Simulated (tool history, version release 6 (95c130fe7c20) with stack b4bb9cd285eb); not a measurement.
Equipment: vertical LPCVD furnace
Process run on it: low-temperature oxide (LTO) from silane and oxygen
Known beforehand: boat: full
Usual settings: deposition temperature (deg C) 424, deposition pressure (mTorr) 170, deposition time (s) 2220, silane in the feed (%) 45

run   hour  deposition temperature (deg C)  deposition pressure (mTorr)  deposition time (s)  silane in the feed (%)  wafers since the last listed run  hours since the last temperature calibration  hours since the pressure gauge was zeroed  hours since the silane flow controller was replaced  hours since the gauge calibration  read-back reference wafer on the same gauge, thickness  film thickness on the monitor wafer in the middle of the boat (nm)
  1    0.0                             430                          170                 2220                      42                                 0                                        2362.8                                     2056.1                                               3006.2                              345.7                                                  402.71                                                              363.84
  2   46.3                             430                          170                 2220                      42                               725                                        2409.1                                     2102.4                                               3052.5                              392.0                                                  402.70                                                              362.99
  3   94.1                             424                          170                 2220                      45                               749                                        2456.9                                     2150.2                                               3100.3                              439.8                                                  402.23                                                              365.82
  4  124.0                             424                          170                 2220                      45                               468                                        2486.8                                     2180.1                                               3130.2                              469.7                                                  402.23                                                              366.84
  5  157.1                             424                          170                 2220                      45                               518                                        2519.9                                     2213.2                                               3163.3                              502.8                                                  402.29                                                              366.00
  6  208.6                             424                          170                 2220                      45                               807                                        2571.4                                     2264.7                                               3214.8                              554.3                                                  402.11                                                              365.73
  7  235.9                             424                          170                 2220                      45                               427                                        2598.7                                     2292.0                                               3242.1                              581.6                                                  401.30                                                              366.15
  8  284.6                             424                          170                 2220                      45                               763                                        2647.4                                     2340.7                                               3290.8                              630.3                                                  401.30                                                              365.23
  9  327.1                             424                          170                 2220                      45                               665                                        2689.9                                     2383.2                                               3333.3                              672.8                                                  401.36                                                              365.54
     344.9  -- gauge calibrated
 10  386.5                             427                          170                 2220                      48                               930                                        2749.3                                     2442.6                                               3392.7                               41.6                                                  404.43                                                              400.71
 11  430.8                             421                          170                 1860                      38                               694                                        2793.6                                     2486.9                                               3437.0                               85.9                                                  404.17                                                              250.50
 12  492.1                             428                          190                 1830                      40                               960                                        2854.9                                     2548.2                                               3498.3                              147.2                                                  403.91                                                              311.88
     551.9  -- pressure gauge zeroed
 13  552.4                             428                          190                 1830                      40                               568                                        2915.2                                        0.5                                               3558.6                              207.5                                                  403.48                                                              311.12
     585.4  -- thermocouples replaced and temperature profile calibrated
     612.6  -- silane flow controller replaced
 14  613.1                             431                          210                 2550                      45                               199                                          27.7                                       61.2                                                  0.5                              268.2                                                  403.07                                                              556.27
 15  651.3                             424                          170                 2220                      45                               598                                          65.9                                       99.4                                                 38.7                              306.4                                                  403.03                                                              366.86
 16  691.6                             424                          155                 2220                      50                               631                                         106.2                                      139.7                                                 79.0                              346.7                                                  402.56                                                              364.99
 17  786.0                             424                          195                 1950                      48                              1479                                         200.6                                      234.1                                                173.4                              441.1                                                  402.03                                                              391.61

Below are 5 alternative next runs, each starting from the tool's condition after run 17. Predict each:
  A  791.2                             424                          150                 2220                      45                                81                                         205.8                                      239.3                                                178.6                              446.3                                                       ?                                                                   ?
  B  791.2                             432                          150                 2220                      45                                81                                         205.8                                      239.3                                                178.6                              446.3                                                       ?                                                                   ?
  C  791.2                             420                          170                 1620                      45                                81                                         205.8                                      239.3                                                178.6                              446.3                                                       ?                                                                   ?
  D  791.2                             424                          170                 2820                      45                                81                                         205.8                                      239.3                                                178.6                              446.3                                                       ?                                                                   ?
  E  791.2                             435                          170                 2220                      48                                81                                         205.8                                      239.3                                                178.6                              446.3                                                       ?                                                                   ?

run  read-back reference wafer on the same gauge, thickness  film thickness on the monitor wafer in the middle of the boat (nm)
  A                                                  402.51                                                              322.75
  B                                                  402.51                                                              348.24
  C                                                  402.51                                                              256.74
  D                                                  402.51                                                              464.64
  E                                                  402.51                                                              428.38
Stripped of hidden state, with their random variation kept, the same runs would have yielded:
run  film thickness on the monitor wafer in the middle of the boat (nm)
  A                                                              325.04
  B                                                              350.71
  C                                                              258.57
  D                                                              467.95
  E                                                              431.42
